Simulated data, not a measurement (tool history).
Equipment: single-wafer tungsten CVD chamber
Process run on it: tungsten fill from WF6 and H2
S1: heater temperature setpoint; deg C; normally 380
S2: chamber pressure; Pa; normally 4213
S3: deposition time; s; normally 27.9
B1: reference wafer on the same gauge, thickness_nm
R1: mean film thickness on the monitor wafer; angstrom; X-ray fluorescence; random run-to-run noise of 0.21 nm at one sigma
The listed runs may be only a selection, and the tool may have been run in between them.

run    hour   S1    S2    S3      B1      R1
  1     0.0  380  4213  26.3  62.839  504.86
  2    55.1  380  4213  26.3  62.845  504.29
  3   114.5  380  4213  26.3  62.826  504.55
  4   138.6  380  4213  27.9  62.847  539.42
  5   175.9  380  4213  27.9  62.826  533.54
  6   246.1  380  4213  27.9  62.845  533.61
  7   284.7  380  4213  27.9  62.769  532.48
      430.9  -- showerhead replaced
  8   493.6  380  4213  27.9  62.893  539.19
  9   538.6  380  3826  27.9  62.732  517.60
 10   598.3  380  3826  27.9  62.814  521.42
 11   669.7  380  3826  27.9  62.854  518.78
      705.7  -- thermocouple changed; heater temperature recalibrated
 12   706.2  374  4213  31.5  62.795  556.25
 13   739.9  380  4213  27.9  62.783  550.60
      881.5  -- capacitance manometer re-zeroed and calibrated
 14   902.3  374  4653  30.6  62.752  542.37
      905.7  -- gauge calibrated
 15   929.6  394  4213  23.1  62.827  576.30
 16   978.7  366  4533  33.2  62.756  493.64
 17  1038.4  380  5013  27.9  62.805  568.49
 18  1075.6  380  4213  27.9  62.814  539.88
 19  1145.9  380  4213  27.9  62.785  532.48
 20  1186.9  367  4213  27.9  62.830  415.99
 21  1214.6  380  4213  27.9  62.734  535.62
 22  1273.6  386  5120  27.9  62.829  632.41

Measured minus without-hidden-state, run by run (identical run-to-run variation in each term; gauge scatter may differ):
Hidden conditions of the tool in this case: wafer temperature above the value expected at the setpoint (K); true pressure above the setpoint (%); gauge reads high (%).
run      R1
  1   -7.13
  2   -7.36
  3   -7.59
  4   -8.20
  5   -8.24
  6   -8.44
  7   -8.51
  8   -8.86
  9   -8.44
 10   -8.48
 11   -8.37
 12  +11.54
 13  +11.50
 14   -4.50
 15   -4.81
 16   -5.25
 17   -6.61
 18   -6.76
 19   -7.51
 20   -6.55
 21   -8.35
 22  -10.30
